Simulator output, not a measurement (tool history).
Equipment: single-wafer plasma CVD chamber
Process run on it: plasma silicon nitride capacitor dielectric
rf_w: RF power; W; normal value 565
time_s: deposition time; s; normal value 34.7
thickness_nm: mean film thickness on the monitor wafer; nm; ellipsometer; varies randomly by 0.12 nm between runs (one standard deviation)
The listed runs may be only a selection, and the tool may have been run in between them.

| run | day | rf_w | time_s | read-back reference wafer on the same gauge, thickness_nm | thickness_nm |
|---|---|---|---|---|---|
| 1 | 0.000 | 565 | 34.7 | 64.925 | 55.638 |
| 2 | 4.142 | 565 | 34.7 | 64.899 | 55.657 |
| 3 | 8.312 | 565 | 34.7 | 64.927 | 55.658 |
| 4 | 11.946 | 565 | 32.5 | 64.895 | 51.940 |
| 5 | 14.667 | 565 | 32.5 | 64.919 | 51.727 |
| 6 | 17.075 | 565 | 32.5 | 64.926 | 51.874 |
| 7 | 19.125 | 565 | 32.1 | 64.919 | 51.327 |
| 8 | 20.933 | 565 | 32.1 | 64.897 | 51.161 |
| 9 | 22.567 | 565 | 34.7 | 64.883 | 55.286 |
| 10 | 26.192 | 565 | 34.7 | 64.908 | 55.226 |
| 11 | 29.996 | 565 | 34.7 | 64.941 | 55.240 |
|  | 34.725 | gauge calibrated |
|  | 37.504 | showerhead replaced, of another model than before |
| 12 | 40.492 | 565 | 34.7 | 64.949 | 54.183 |
| 13 | 44.192 | 565 | 34.7 | 64.899 | 53.955 |
|  | 44.929 | RF generator calibrated |
| 14 | 48.617 | 460 | 34.7 | 64.898 | 51.091 |
| 15 | 51.067 | 565 | 34.7 | 64.890 | 55.863 |
| 16 | 54.238 | 505 | 30.6 | 64.928 | 46.939 |
| 17 | 57.567 | 510 | 38.7 | 64.919 | 59.498 |
| 18 | 59.583 | 565 | 34.7 | 64.928 | 55.759 |
| 19 | 61.358 | 625 | 39.8 | 64.945 | 66.514 |
| 20 | 65.246 | 565 | 34.7 | 64.928 | 55.689 |
| 21 | 68.546 | 530 | 38.7 | 64.848 | 60.409 |
| 22 | 70.092 | 625 | 38.2 | 64.952 | 63.807 |
| 23 | 73.017 | 505 | 30.6 | 64.883 | 46.854 |
|  | 81.488 | gauge calibrated |
| 24 | 82.504 | 565 | 34.7 | 64.888 | 55.701 |
| 25 | 86.150 | 625 | 28.4 | 64.899 | 47.239 |
| 26 | 90.292 | 670 | 34.7 | 64.829 | 59.391 |

5 ways to go on from here, each from the tool as it stands after run 26. What would each give?
| A | 90.308 | 565 | 34.7 | ? | ? |
| B | 90.308 | 525 | 38.4 | ? | ? |
| C | 90.308 | 610 | 37.8 | ? | ? |
| D | 90.308 | 515 | 40.5 | ? | ? |
| E | 90.308 | 565 | 36.8 | ? | ? |

| run | read-back reference wafer on the same gauge, thickness_nm | thickness_nm |
|---|---|---|
| A | 64.897 | 55.453 |
| B | 64.897 | 59.535 |
| C | 64.897 | 62.296 |
| D | 64.897 | 62.286 |
| E | 64.897 | 58.809 |
Had the tool no hidden state, the same runs would have come out as:
| run | thickness_nm |
|---|---|
| A | 56.000 |
| B | 60.122 |
| C | 62.909 |
| D | 62.900 |
| E | 59.389 |
